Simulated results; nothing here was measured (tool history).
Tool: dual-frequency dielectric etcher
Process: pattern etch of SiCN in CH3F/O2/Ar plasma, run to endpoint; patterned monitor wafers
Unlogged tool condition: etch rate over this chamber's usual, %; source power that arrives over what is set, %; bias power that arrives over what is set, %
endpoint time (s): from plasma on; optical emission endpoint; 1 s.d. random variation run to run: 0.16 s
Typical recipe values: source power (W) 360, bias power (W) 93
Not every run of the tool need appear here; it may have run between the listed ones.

run	day	source power (W)	bias power (W)	wafers since the last listed run	hours since the last wet clean	hours since the last source power generator calibration	hours since the last bias power generator calibration	hours since the last upper electrode change	incoming incoming film thickness, nm	endpoint time (s)
1	0.000	320	93	0	538.8	2789.1	3894.7	3858.7	10.78	26.2
2	0.629	390	93	184	553.9	2804.2	3909.8	3873.8	10.86	23.3
3	1.138	390	93	148	566.1	2816.4	3922.0	3886.0	10.86	23.7
# day 2.175: wet clean of the chamber
4	2.196	360	93	17	0.5	2841.8	3947.4	3911.4	10.86	25.9
5	3.342	360	93	335	28.0	2869.3	3974.9	3938.9	10.81	25.4
# day 3.729: source power generator calibrated
6	4.438	400	101	272	54.3	17.0	4001.2	3965.2	10.81	23.3
7	5.879	400	101	422	88.9	51.6	4035.8	3999.8	10.88	23.3
8	8.242	400	101	691	145.6	108.3	4092.5	4056.5	11.01	23.7
9	9.429	360	93	347	174.1	136.8	4121.0	4085.0	10.98	26.0
10	10.171	340	93	217	191.9	154.6	4138.8	4102.8	10.88	26.3
11	10.933	280	93	223	210.2	172.9	4157.1	4121.1	10.95	30.1
12	11.683	340	79	219	228.2	190.9	4175.1	4139.1	10.93	28.2
13	12.646	310	87	281	251.3	214.0	4198.2	4162.2	10.83	28.5
14	13.462	440	85	239	270.9	233.6	4217.8	4181.8	10.89	23.3
15	14.683	410	101	357	300.2	262.9	4247.1	4211.1	10.86	22.6
16	15.742	310	85	309	325.6	288.3	4272.5	4236.5	10.88	28.5
# day 15.933: bias power generator calibrated
17	17.238	360	93	389	361.5	324.2	31.3	4272.4	10.85	25.0
18	18.592	360	93	396	394.0	356.7	63.8	4304.9	10.90	24.8
19	19.312	450	110	211	411.3	374.0	81.1	4322.2	10.93	20.6
# day 21.692: upper electrode replaced
20	21.712	300	75	410	468.9	431.6	138.7	0.5	10.88	30.7
21	21.725	360	93	3	469.2	431.9	139.0	0.8	10.91	24.7
# day 22.775: wet clean of the chamber
22	22.796	400	80	20	0.5	457.6	164.7	26.5	10.84	25.8
23	23.488	360	93	202	17.1	474.2	181.3	43.1	10.94	25.7
24	24.375	280	74	259	38.4	495.5	202.6	64.4	10.90	33.5
25	25.846	360	93	430	73.7	530.8	237.9	99.7	11.07	26.3
26	26.554	430	105	207	90.7	547.8	254.9	116.7	10.91	22.0
27	27.933	290	93	403	123.8	580.9	288.0	149.8	10.98	29.4
28	29.417	400	72	434	159.4	616.5	323.6	185.4	10.90	26.3
29	30.496	400	101	316	185.3	642.4	349.5	211.3	10.97	23.2
30	31.192	430	74	203	202.0	659.1	366.2	228.0	10.79	25.2
31	32.662	390	85	430	237.3	694.4	401.5	263.3	10.88	25.0
32	33.800	430	80	333	264.6	721.7	428.8	290.6	10.99	24.3
33	35.029	360	93	360	294.1	751.2	458.3	320.1	10.92	25.3
34	36.283	320	93	367	324.2	781.3	488.4	350.2	10.94	27.2

Forecast each of these 5 alternatives for the next run:
A	36.300	360	74	4	324.6	781.7	488.8	350.6	10.90	?
B	36.300	330	93	4	324.6	781.7	488.8	350.6	10.90	?
C	36.300	360	80	4	324.6	781.7	488.8	350.6	10.90	?
D	36.300	400	115	4	324.6	781.7	488.8	350.6	10.90	?
E	36.300	440	107	4	324.6	781.7	488.8	350.6	10.90	?

run	endpoint time (s)
A	27.7
B	26.5
C	26.8
D	21.6
E	21.2
Take away the tool's hidden state, keep each run's random variation, and the runs would have read:
run	endpoint time (s)
A	28.6
B	27.4
C	27.7
D	22.3
E	21.9
